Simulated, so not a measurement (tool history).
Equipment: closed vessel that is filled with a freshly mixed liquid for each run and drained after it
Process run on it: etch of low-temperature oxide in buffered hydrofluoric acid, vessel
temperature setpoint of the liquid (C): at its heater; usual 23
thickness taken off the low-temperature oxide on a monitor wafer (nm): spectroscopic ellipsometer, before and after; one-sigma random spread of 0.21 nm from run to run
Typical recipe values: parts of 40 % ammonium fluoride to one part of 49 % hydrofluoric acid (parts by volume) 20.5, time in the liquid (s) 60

run	hour	temperature setpoint of the liquid (C)	parts of 40 % ammonium fluoride to one part of 49 % hydrofluoric acid (parts by volume)	time in the liquid (s)	wafers since the last listed run	hours since the thermometer was replaced	hours since the hydrofluoric acid flow meter was replaced	hours since the gauge calibration	read-back film thickness of the low-temperature oxide reference wafer, read on the same gauge (nm)	thickness taken off the low-temperature oxide on a monitor wafer (nm)
1	0	23	20.5	75	0	1653.6	427.8	42.5	110.02	83.99
2	49.1	23	20.5	60	5154	1702.7	476.9	91.6	110.03	67.75
3	73.7	23	20.5	60	2582	1727.3	501.5	116.2	110.02	67.54
4	102.9	23	20.5	85	3065	1756.5	530.7	145.4	109.98	95.82
5	159.6	23	20.5	85	5952	1813.2	587.4	202.1	109.98	95.63
6	212.2	23	20.5	85	5522	1865.8	640	254.7	109.99	95.8
7	252.3	23	20.5	60	4210	1905.9	680.1	294.8	109.96	67.66
8	276.3	23	20.5	60	2519	1929.9	704.1	318.8	110.02	67.8
9	331.2	23	20.5	60	5763	1984.8	759	373.7	110.02	67.72
10	377.7	23	20.5	60	4882	2031.3	805.5	420.2	109.99	68.05
11	434	23	20.5	60	5910	2087.6	861.8	476.5	109.99	68.02
12	460.5	23	20.5	60	2782	2114.1	888.3	503	110	68.34
# hour 499.3: thermometer replaced
13	519	23	20.5	60	6036	19.7	946.8	561.5	109.98	68.45
14	547.4	25	20.5	80	2981	48.1	975.2	589.9	110.01	101.75
15	749.7	28	15	95	21239	250.4	1177.5	792.2	110.03	195.81
# hour 755.3: hydrofluoric acid flow meter replaced
16	809.1	18.5	26.5	60	6131	309.8	53.8	851.6	110.02	43.66
17	841.5	26.5	17	85	3401	342.2	86.2	884	110.01	138.35
18	880.8	24.5	20.5	35	4126	381.5	125.5	923.3	109.98	42.72
19	951.7	23	24	50	7443	452.4	196.4	994.2	109.98	49.95
20	990	19	20.5	60	4021	490.7	234.7	1032.5	109.99	54.02
21	1025.2	23	20.5	70	3695	525.9	269.9	1067.7	110.01	78.86
# hour 1055.3: gauge calibrated
22	1205.4	23	20.5	60	18919	706.1	450.1	150.1	110	67.39
23	1270.2	23	20.5	60	6803	770.9	514.9	214.9	110	68.01
24	1301.7	25	20.5	80	3307	802.4	546.4	246.4	109.98	101.31
25	1332.4	18	13	60	3223	833.1	577.1	277.1	110.01	80.41
26	1391.6	23	15.5	60	6215	892.3	636.3	336.3	109.98	89.51

Below are 4 alternative next runs, each starting from the tool's condition after run 26. Predict each:
A	1392.3	23	20.5	60	73	893	637	337	?	?
B	1392.3	23	27.5	40	73	893	637	337	?	?
C	1392.3	27	24	40	73	893	637	337	?	?
D	1392.3	21	20.5	80	73	893	637	337	?	?

run	read-back film thickness of the low-temperature oxide reference wafer, read on the same gauge (nm)	thickness taken off the low-temperature oxide on a monitor wafer (nm)
A	110	68.51
B	110	37.25
C	110	50.88
D	110	81.75
Take away the tool's hidden state, keep each run's random variation, and the runs would have read:
run	thickness taken off the low-temperature oxide on a monitor wafer (nm)
A	67.02
B	36.49
C	49.85
D	79.98
